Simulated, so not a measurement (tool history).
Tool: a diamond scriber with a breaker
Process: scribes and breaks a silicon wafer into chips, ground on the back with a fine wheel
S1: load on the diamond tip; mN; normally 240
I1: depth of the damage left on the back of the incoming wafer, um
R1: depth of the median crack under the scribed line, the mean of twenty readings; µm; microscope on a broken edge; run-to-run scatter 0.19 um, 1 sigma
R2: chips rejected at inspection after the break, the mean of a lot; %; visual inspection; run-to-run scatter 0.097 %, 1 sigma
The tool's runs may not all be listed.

run,hour,S1,I1,R1,R2
1,0,240,2.48,11.54,1.96
2,9.7,240,2.46,11.54,2.13
3,23.7,240,1.5,11.62,1.37
4,32.6,215,2.56,10.5,6.04
5,42,215,2.04,10.4,5.09
6,50,215,2.91,10.63,6.7
7,57.8,240,2.89,11.43,2.57
8,64.2,240,1.55,11.5,1.31
9,76.9,172,2.83,8.59,31.8
10,87.8,240,2.38,11.51,1.84
11,96.3,200,1.54,9.78,11.17
# hour 108.7: load on the tip recalibrated
12,111.1,289,2.64,13.43,11.54
13,127,218,2.15,10.65,4.5
# hour 134.2: diamond tip replaced by a new one
14,134.7,240,2.26,11.43,1.75
15,145.1,203,1.89,10.08,9.6
16,159.6,305,2.41,14.08,15.06
17,177.6,240,2.62,11.36,1.99

3 ways to go on from here, each from the tool as it stands after run 17. What would each give?
A,178.2,240,1.6,?,?
B,178.2,206,1.6,?,?
C,178.2,210,1.6,?,?

run,R1,R2
A,11.45,1.28
B,10.03,7.61
C,10.21,6.13
Take away the tool's hidden state, keep each run's random variation, and the runs would have read:
run,R1,R2
A,11.45,1.28
B,10.03,7.61
C,10.21,6.13
